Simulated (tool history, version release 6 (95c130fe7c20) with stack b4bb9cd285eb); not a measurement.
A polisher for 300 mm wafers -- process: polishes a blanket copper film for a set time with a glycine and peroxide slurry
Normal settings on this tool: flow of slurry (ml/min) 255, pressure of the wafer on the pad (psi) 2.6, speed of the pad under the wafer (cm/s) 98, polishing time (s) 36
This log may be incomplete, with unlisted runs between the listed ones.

run,hour,flow of slurry (ml/min),pressure of the wafer on the pad (psi),speed of the pad under the wafer (cm/s),polishing time (s),"incoming thickness of the incoming film, nm",film removed (nm)
1,0.0,255,2.6,98,36,1635.0,201.8
2,107.9,255,2.6,98,36,1649.1,181.8
# hour 114.2: worn pad replaced by a new one
3,123.5,255,2.6,98,36,1685.0,197.6
4,211.1,255,2.6,98,36,1655.6,179.5
# hour 226.0: worn pad replaced by a new one
# hour 236.2: slurry nozzle cleaned
5,246.6,255,2.6,98,30,1678.4,164.8
# hour 260.0: head pressure recalibrated
6,268.0,255,2.6,98,30,1692.0,161.4
7,303.6,255,2.6,98,30,1682.9,158.4
8,321.3,175,3.4,98,36,1679.1,215.8
# hour 340.5: worn pad replaced by a new one
9,346.1,335,2.6,68,48,1638.7,212.6
10,377.5,255,2.6,66,28,1691.1,111.7
11,406.3,255,2.6,98,33,1647.9,177.4
12,422.3,255,2.6,98,36,1659.0,188.1
13,459.8,315,2.6,98,36,1653.8,194.8
# hour 468.4: worn pad replaced by a new one
14,487.3,255,2.1,98,45,1652.3,217.7

Estimate the outcome of run 15 from the log above:
15,499.9,255,2.1,118,41,1645.1,?

film removed (nm): 225.8
With no hidden state in the tool, this same run would have given film removed (nm) 243.8.
